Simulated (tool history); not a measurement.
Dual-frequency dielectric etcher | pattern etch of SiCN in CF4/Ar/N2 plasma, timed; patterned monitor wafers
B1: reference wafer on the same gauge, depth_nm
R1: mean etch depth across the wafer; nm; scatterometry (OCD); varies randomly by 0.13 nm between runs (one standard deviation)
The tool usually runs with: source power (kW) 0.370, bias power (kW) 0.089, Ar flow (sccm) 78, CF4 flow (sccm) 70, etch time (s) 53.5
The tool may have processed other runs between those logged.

{"run": 1, "hour": 0.0, "source power (kW)": 0.37, "bias power (kW)": 0.089, "Ar flow (sccm)": 78, "CF4 flow (sccm)": 70, "etch time (s)": 53.5, "B1": 38.16, "R1": 43.84}
{"run": 2, "hour": 51.7, "source power (kW)": 0.37, "bias power (kW)": 0.089, "Ar flow (sccm)": 78, "CF4 flow (sccm)": 70, "etch time (s)": 53.5, "B1": 38.19, "R1": 43.92}
{"run": 3, "hour": 322.3, "source power (kW)": 0.37, "bias power (kW)": 0.089, "Ar flow (sccm)": 78, "CF4 flow (sccm)": 70, "etch time (s)": 53.5, "B1": 38.23, "R1": 43.77}
{"run": 4, "hour": 389.3, "source power (kW)": 0.37, "bias power (kW)": 0.089, "Ar flow (sccm)": 78, "CF4 flow (sccm)": 70, "etch time (s)": 53.5, "B1": 38.2, "R1": 43.57}
{"run": 5, "hour": 472.3, "source power (kW)": 0.37, "bias power (kW)": 0.089, "Ar flow (sccm)": 78, "CF4 flow (sccm)": 70, "etch time (s)": 53.5, "B1": 38.24, "R1": 43.94}
{"hour": 498.7, "done": "gauge calibrated"}
{"hour": 553.2, "done": "wet clean of the chamber"}
{"run": 6, "hour": 559.8, "source power (kW)": 0.37, "bias power (kW)": 0.089, "Ar flow (sccm)": 78, "CF4 flow (sccm)": 70, "etch time (s)": 53.5, "B1": 38.19, "R1": 43.53}
{"run": 7, "hour": 631.0, "source power (kW)": 0.37, "bias power (kW)": 0.089, "Ar flow (sccm)": 78, "CF4 flow (sccm)": 70, "etch time (s)": 53.5, "B1": 38.24, "R1": 43.72}
{"hour": 658.7, "done": "upper electrode replaced"}
{"run": 8, "hour": 671.8, "source power (kW)": 0.37, "bias power (kW)": 0.089, "Ar flow (sccm)": 78, "CF4 flow (sccm)": 70, "etch time (s)": 53.5, "B1": 38.2, "R1": 43.49}
{"hour": 739.4, "done": "bias power generator calibrated"}
{"run": 9, "hour": 778.9, "source power (kW)": 0.37, "bias power (kW)": 0.089, "Ar flow (sccm)": 78, "CF4 flow (sccm)": 70, "etch time (s)": 53.5, "B1": 38.19, "R1": 43.39}
{"hour": 786.0, "done": "Ar flow controller replaced"}
{"run": 10, "hour": 829.2, "source power (kW)": 0.37, "bias power (kW)": 0.089, "Ar flow (sccm)": 78, "CF4 flow (sccm)": 70, "etch time (s)": 53.5, "B1": 38.18, "R1": 43.44}
{"hour": 838.5, "done": "CF4 flow controller replaced"}
{"run": 11, "hour": 953.1, "source power (kW)": 0.32, "bias power (kW)": 0.089, "Ar flow (sccm)": 95, "CF4 flow (sccm)": 86, "etch time (s)": 53.5, "B1": 38.21, "R1": 40.12}
{"run": 12, "hour": 1037.5, "source power (kW)": 0.37, "bias power (kW)": 0.089, "Ar flow (sccm)": 78, "CF4 flow (sccm)": 62, "etch time (s)": 38.5, "B1": 38.24, "R1": 30.3}
{"run": 13, "hour": 1113.6, "source power (kW)": 0.37, "bias power (kW)": 0.089, "Ar flow (sccm)": 78, "CF4 flow (sccm)": 80, "etch time (s)": 47.0, "B1": 38.18, "R1": 38.93}
{"hour": 1138.1, "done": "source power generator calibrated"}
{"run": 14, "hour": 1166.5, "source power (kW)": 0.37, "bias power (kW)": 0.089, "Ar flow (sccm)": 91, "CF4 flow (sccm)": 70, "etch time (s)": 53.5, "B1": 38.2, "R1": 44.32}
{"hour": 1227.0, "done": "wet clean of the chamber"}
{"run": 15, "hour": 1256.3, "source power (kW)": 0.37, "bias power (kW)": 0.089, "Ar flow (sccm)": 78, "CF4 flow (sccm)": 70, "etch time (s)": 53.5, "B1": 38.16, "R1": 45.23}
{"run": 16, "hour": 1306.8, "source power (kW)": 0.37, "bias power (kW)": 0.089, "Ar flow (sccm)": 78, "CF4 flow (sccm)": 70, "etch time (s)": 62.5, "B1": 38.14, "R1": 52.47}
{"hour": 1342.8, "done": "gauge calibrated"}
{"run": 17, "hour": 1406.7, "source power (kW)": 0.37, "bias power (kW)": 0.069, "Ar flow (sccm)": 62, "CF4 flow (sccm)": 60, "etch time (s)": 62.5, "B1": 38.21, "R1": 45.07}
{"run": 18, "hour": 1499.3, "source power (kW)": 0.37, "bias power (kW)": 0.106, "Ar flow (sccm)": 60, "CF4 flow (sccm)": 70, "etch time (s)": 53.5, "B1": 38.17, "R1": 51.39}

Forecast run 19:
{"run": 19, "hour": 1600.8, "source power (kW)": 0.37, "bias power (kW)": 0.089, "Ar flow (sccm)": 78, "CF4 flow (sccm)": 70, "etch time (s)": 53.5, "B1": "?", "R1": "?"}

B1: 38.24
R1: 45.21 nm
With the hidden condition absent and the run-to-run variation left alone, this run would have shown R1 45.20 nm.
